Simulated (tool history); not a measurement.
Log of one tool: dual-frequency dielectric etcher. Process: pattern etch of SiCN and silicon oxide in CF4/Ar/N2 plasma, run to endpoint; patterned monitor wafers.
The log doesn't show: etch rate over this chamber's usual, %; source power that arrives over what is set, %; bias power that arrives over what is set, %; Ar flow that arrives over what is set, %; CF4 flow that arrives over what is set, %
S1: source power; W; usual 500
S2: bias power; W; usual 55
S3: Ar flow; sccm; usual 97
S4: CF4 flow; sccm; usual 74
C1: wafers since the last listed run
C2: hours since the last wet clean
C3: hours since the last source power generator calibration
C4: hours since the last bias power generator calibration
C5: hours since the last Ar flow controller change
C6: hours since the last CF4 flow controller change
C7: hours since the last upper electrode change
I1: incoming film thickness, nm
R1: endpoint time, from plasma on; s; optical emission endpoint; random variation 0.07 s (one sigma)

run 1 hour=0.0 | S1=500 S2=55 S3=97 S4=74 | C1=0 C2=177.6 C3=3126.4 C4=1842.4 C5=5094.7 C6=4333.3 C7=3893.3 | I1=9.21 | R1=10.6
run 2 hour=36.3 | S1=500 S2=55 S3=97 S4=74 | C1=587 C2=213.9 C3=3162.7 C4=1878.7 C5=5131.0 C6=4369.6 C7=3929.6 | I1=9.29 | R1=10.6
run 3 hour=80.6 | S1=500 S2=55 S3=97 S4=79 | C1=716 C2=258.2 C3=3207.0 C4=1923.0 C5=5175.3 C6=4413.9 C7=3973.9 | I1=9.32 | R1=10.5
run 4 hour=143.0 | S1=500 S2=55 S3=97 S4=79 | C1=1009 C2=320.6 C3=3269.4 C4=1985.4 C5=5237.7 C6=4476.3 C7=4036.3 | I1=9.21 | R1=10.4
run 5 hour=167.2 | S1=500 S2=55 S3=97 S4=79 | C1=391 C2=344.8 C3=3293.6 C4=2009.6 C5=5261.9 C6=4500.5 C7=4060.5 | I1=9.30 | R1=10.4
run 6 hour=238.4 | S1=500 S2=55 S3=109 S4=74 | C1=1152 C2=416.0 C3=3364.8 C4=2080.8 C5=5333.1 C6=4571.7 C7=4131.7 | I1=9.25 | R1=10.6
run 7 hour=265.2 | S1=500 S2=55 S3=97 S4=74 | C1=433 C2=442.8 C3=3391.6 C4=2107.6 C5=5359.9 C6=4598.5 C7=4158.5 | I1=9.28 | R1=10.4
-- hour=305.8 Ar flow controller replaced
-- hour=330.6 source power generator calibrated
run 8 hour=336.1 | S1=500 S2=55 S3=97 S4=74 | C1=985 C2=513.7 C3=5.5 C4=2178.5 C5=30.3 C6=4669.4 C7=4229.4 | I1=9.34 | R1=10.4
run 9 hour=377.1 | S1=500 S2=55 S3=97 S4=74 | C1=663 C2=554.7 C3=46.5 C4=2219.5 C5=71.3 C6=4710.4 C7=4270.4 | I1=9.25 | R1=10.3
-- hour=409.9 wet clean of the chamber
run 10 hour=447.4 | S1=500 S2=48 S3=97 S4=74 | C1=749 C2=37.5 C3=116.8 C4=2289.8 C5=141.6 C6=4780.7 C7=4340.7 | I1=9.30 | R1=11.7
run 11 hour=517.6 | S1=500 S2=55 S3=116 S4=57 | C1=1135 C2=107.7 C3=187.0 C4=2360.0 C5=211.8 C6=4850.9 C7=4410.9 | I1=9.23 | R1=11.7
run 12 hour=567.2 | S1=500 S2=55 S3=119 S4=74 | C1=802 C2=157.3 C3=236.6 C4=2409.6 C5=261.4 C6=4900.5 C7=4460.5 | I1=9.21 | R1=11.4
-- hour=579.4 CF4 flow controller replaced
-- hour=619.0 upper electrode replaced
run 13 hour=619.5 | S1=500 S2=65 S3=97 S4=68 | C1=360 C2=209.6 C3=288.9 C4=2461.9 C5=313.7 C6=40.1 C7=0.5 | I1=9.31 | R1=10.0
run 14 hour=631.6 | S1=460 S2=55 S3=97 S4=61 | C1=195 C2=221.7 C3=301.0 C4=2474.0 C5=325.8 C6=52.2 C7=12.6 | I1=9.30 | R1=11.6
run 15 hour=685.5 | S1=540 S2=55 S3=97 S4=65 | C1=872 C2=275.6 C3=354.9 C4=2527.9 C5=379.7 C6=106.1 C7=66.5 | I1=9.17 | R1=10.3

Run 16 comes next. What will it give?
-- hour=748.8 bias power generator calibrated
run 16 hour=749.3 | S1=610 S2=69 S3=117 S4=74 | C1=967 C2=339.4 C3=418.7 C4=0.5 C5=443.5 C6=169.9 C7=130.3 | I1=9.34 | R1=?

Run 16 gave R1 8.9 s.
Without the tool's hidden state the same run would have given R1 9.1 s.

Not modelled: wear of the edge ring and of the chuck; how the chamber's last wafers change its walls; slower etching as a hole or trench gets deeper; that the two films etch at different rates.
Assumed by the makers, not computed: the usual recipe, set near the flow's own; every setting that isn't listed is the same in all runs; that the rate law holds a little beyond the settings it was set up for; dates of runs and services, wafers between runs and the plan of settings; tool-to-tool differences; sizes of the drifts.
